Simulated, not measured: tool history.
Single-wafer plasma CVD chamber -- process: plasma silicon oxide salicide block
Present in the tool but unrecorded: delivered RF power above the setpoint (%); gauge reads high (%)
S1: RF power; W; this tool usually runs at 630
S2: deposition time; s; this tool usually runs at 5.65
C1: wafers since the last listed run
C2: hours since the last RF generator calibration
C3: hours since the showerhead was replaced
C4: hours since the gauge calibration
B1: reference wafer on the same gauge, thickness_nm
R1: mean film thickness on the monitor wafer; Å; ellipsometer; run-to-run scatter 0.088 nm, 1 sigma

run,day,S1,S2,C1,C2,C3,C4,B1,R1
1,0.000,630,6.30,0,843.7,5078.9,28.9,48.577,624.25
2,0.333,630,6.30,222,851.7,5086.9,36.9,48.586,624.39
3,1.012,570,5.65,454,868.0,5103.2,53.2,48.598,536.53
4,2.950,580,5.65,1296,914.5,5149.7,99.7,48.592,537.00
5,3.371,580,5.65,281,924.6,5159.8,109.8,48.589,539.06
6,3.688,580,5.65,211,932.2,5167.4,117.4,48.596,538.88
7,4.000,630,5.65,209,939.7,5174.9,124.9,48.588,555.19
8,4.283,630,5.65,189,946.5,5181.7,131.7,48.584,556.99
# day 5.062: showerhead replaced
9,5.083,630,5.65,312,965.7,0.5,150.9,48.606,556.05
# day 5.571: RF generator calibrated
10,5.625,630,5.65,139,1.3,13.5,163.9,48.584,570.61
11,6.342,680,6.23,479,18.5,30.7,181.1,48.612,651.65
12,7.017,725,6.46,451,34.7,46.9,197.3,48.593,694.85
13,7.588,700,4.97,381,48.4,60.6,211.0,48.608,525.57
# day 7.842: gauge calibrated
14,8.179,630,5.65,395,62.6,74.8,8.1,48.606,571.38
15,8.908,700,4.97,487,80.1,92.3,25.6,48.591,525.51
16,9.225,745,6.36,211,87.7,99.9,33.2,48.606,692.18
17,9.679,690,5.03,303,98.6,110.8,44.1,48.584,529.20
18,10.117,510,4.86,292,109.1,121.3,54.6,48.616,447.38

Branching from run 18: 3 alternative next runs. What would each branch give?
A,10.133,630,5.65,11,109.5,121.7,55.0,?,?
B,10.133,555,5.65,11,109.5,121.7,55.0,?,?
C,10.133,755,4.69,11,109.5,121.7,55.0,?,?

run,B1,R1
A,48.612,570.99
B,48.612,540.22
C,48.612,510.54
With no hidden state in the tool, these same runs would have given:
run,R1
A,572.03
B,541.20
C,511.46
